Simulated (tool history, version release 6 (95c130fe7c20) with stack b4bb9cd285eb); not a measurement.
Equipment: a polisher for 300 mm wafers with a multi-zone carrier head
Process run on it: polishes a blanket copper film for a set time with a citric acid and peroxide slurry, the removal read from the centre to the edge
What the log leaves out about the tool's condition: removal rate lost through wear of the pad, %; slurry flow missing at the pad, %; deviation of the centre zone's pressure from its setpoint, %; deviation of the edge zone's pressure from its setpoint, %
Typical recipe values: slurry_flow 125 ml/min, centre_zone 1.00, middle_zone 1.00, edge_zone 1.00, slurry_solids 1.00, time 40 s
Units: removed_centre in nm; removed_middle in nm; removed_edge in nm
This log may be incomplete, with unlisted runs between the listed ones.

run    hour  slurry_flow  centre_zone  middle_zone  edge_zone  slurry_solids  time  wafers since the last listed run  wafers polished on this pad  hours since the slurry nozzle was cleaned  hours since the centre zone pressure was calibrated  hours since the edge zone pressure was calibrated  hours since the carrier head's membrane was replaced  incoming thickness of the incoming film, nm  removed_centre  removed_middle  removed_edge
  1     0.0          125         1.00         1.00       1.00           0.75    40                                 0                         2737                                      367.0                                                283.4                                              624.9                                                 864.7                                       1023.0           131.0           133.6         132.2
  2    55.9          125         1.00         1.11       1.12           0.70    28                               401                         3138                                      422.9                                                339.3                                              680.8                                                 920.6                                       1024.0            89.9            97.6          94.5
       72.1  -- worn pad replaced by a new one
  3   122.1          125         1.00         1.00       1.00           1.00    44                               446                          358                                      489.1                                                405.5                                              747.0                                                 986.8                                       1035.6           144.0           144.5         150.5
      125.1  -- centre zone pressure recalibrated
      126.5  -- slurry nozzle cleaned
  4   158.5          125         0.92         1.07       1.00           1.00    40                               239                          598                                       32.0                                                 33.4                                              783.4                                                1023.2                                       1024.3           132.6           159.7         147.5
      172.5  -- carrier head's membrane replaced by a new one
  5   198.5          145         0.95         1.03       1.00           1.00    40                               251                          850                                       72.0                                                 73.4                                              823.4                                                  26.0                                       1023.1           141.4           154.1         148.9
  6   223.1          125         1.00         1.00       1.09           1.00    40                               176                         1027                                       96.6                                                 98.0                                              848.0                                                  50.6                                       1014.3           143.8           145.2         152.6
  7   252.2           95         1.00         0.91       1.00           1.00    40                               209                         1236                                      125.7                                                127.1                                              877.1                                                  79.7                                       1044.5           138.5           125.5         140.2
  8   287.0          125         1.00         0.94       0.91           1.20    40                               249                         1486                                      160.5                                                161.9                                              911.9                                                 114.5                                       1033.7           153.4           144.6         143.5
  9   424.7          155         0.88         1.00       1.00           1.10    40                               989                         2475                                      298.2                                                299.6                                             1049.6                                                 252.2                                       1038.1           133.5           150.8         148.2
      469.5  -- edge zone pressure recalibrated
 10   491.6          125         1.00         1.00       1.00           1.00    40                               466                         2941                                      365.1                                                366.5                                               22.1                                                 319.1                                       1032.4           140.5           140.7         141.4
      520.7  -- slurry nozzle cleaned
      522.9  -- worn pad replaced by a new one
 11   537.7          125         1.00         1.00       1.00           0.80    32                               307                          105                                       17.0                                                412.6                                               68.2                                                 365.2                                       1014.7           110.3           112.2         112.4
 12   566.3          125         1.00         1.00       1.00           1.25    40                               205                          311                                       45.6                                                441.2                                               96.8                                                 393.8                                       1030.7           154.6           152.8         151.7
      586.0  -- centre zone pressure recalibrated
 13   632.1          110         1.00         1.00       1.00           1.10    40                               458                          769                                      111.4                                                 46.1                                              162.6                                                 459.6                                       1026.8           143.9           142.9         143.8
 14   675.9           90         0.94         1.00       1.00           1.00    48                               314                         1084                                      155.2                                                 89.9                                              206.4                                                 503.4                                       1026.6           149.2           158.9         166.0
 15   736.7          145         1.00         1.00       1.00           1.00    40                               436                         1521                                      216.0                                                150.7                                              267.2                                                 564.2                                       1023.1           148.0           149.5         146.5
 16   784.5          165         1.00         1.00       1.09           1.00    36                               343                         1864                                      263.8                                                198.5                                              315.0                                                 612.0                                       1033.8           137.3           139.5         139.5
 17   854.5          140         1.00         1.00       1.00           1.00    26                               502                         2367                                      333.8                                                268.5                                              385.0                                                 682.0                                       1018.4            95.1            96.3          94.6
 18   916.4          125         1.00         1.06       0.92           1.00    40                               444                         2811                                      395.7                                                330.4                                              446.9                                                 743.9                                       1037.4           137.2           147.3         138.5
      947.0  -- slurry nozzle cleaned
 19   970.8          125         1.00         1.00       1.00           1.00    40                               383                         3195                                       23.8                                                384.8                                              501.3                                                 798.3                                       1033.4           146.7           144.7         146.2
      990.3  -- worn pad replaced by a new one
     1021.0  -- centre zone pressure recalibrated
 20  1029.8          100         1.00         1.00       1.00           1.00    40                               380                          269                                       82.8                                                  8.8                                              560.3                                                 857.3                                       1019.0           137.1           138.8         140.9
 21  1073.6          125         1.00         0.97       0.91           1.00    40                               314                          583                                      126.6                                                 52.6                                              604.1                                                 901.1                                       1028.5           143.6           144.5         138.5

Each row is a separate what-if for the run after 21, all from the same tool condition, not one after another. Results?
  A  1074.0          125         1.00         1.00       1.00           0.80    40                                 2                          586                                      127.0                                                 53.0                                              604.5                                                 901.5                                       1032.8               ?               ?             ?
  B  1074.0          160         0.96         1.00       1.00           1.00    40                                 2                          586                                      127.0                                                 53.0                                              604.5                                                 901.5                                       1032.8               ?               ?             ?
  C  1074.0          125         1.11         1.00       0.96           1.00    40                                 2                          586                                      127.0                                                 53.0                                              604.5                                                 901.5                                       1032.8               ?               ?             ?
  D  1074.0          125         1.00         1.00       1.00           1.00    33                                 2                          586                                      127.0                                                 53.0                                              604.5                                                 901.5                                       1032.8               ?               ?             ?

run  removed_centre  removed_middle  removed_edge
  A           139.3           138.9         138.2
  B           147.8           152.5         149.7
  C           162.1           145.4         142.5
  D           120.4           120.0         119.4
With no hidden state in the tool, these same runs would have given:
run  removed_centre  removed_middle  removed_edge
  A           140.4           139.8         138.8
  B           148.7           153.3         150.2
  C           163.3           146.3         143.2
  D           121.3           120.8         119.9
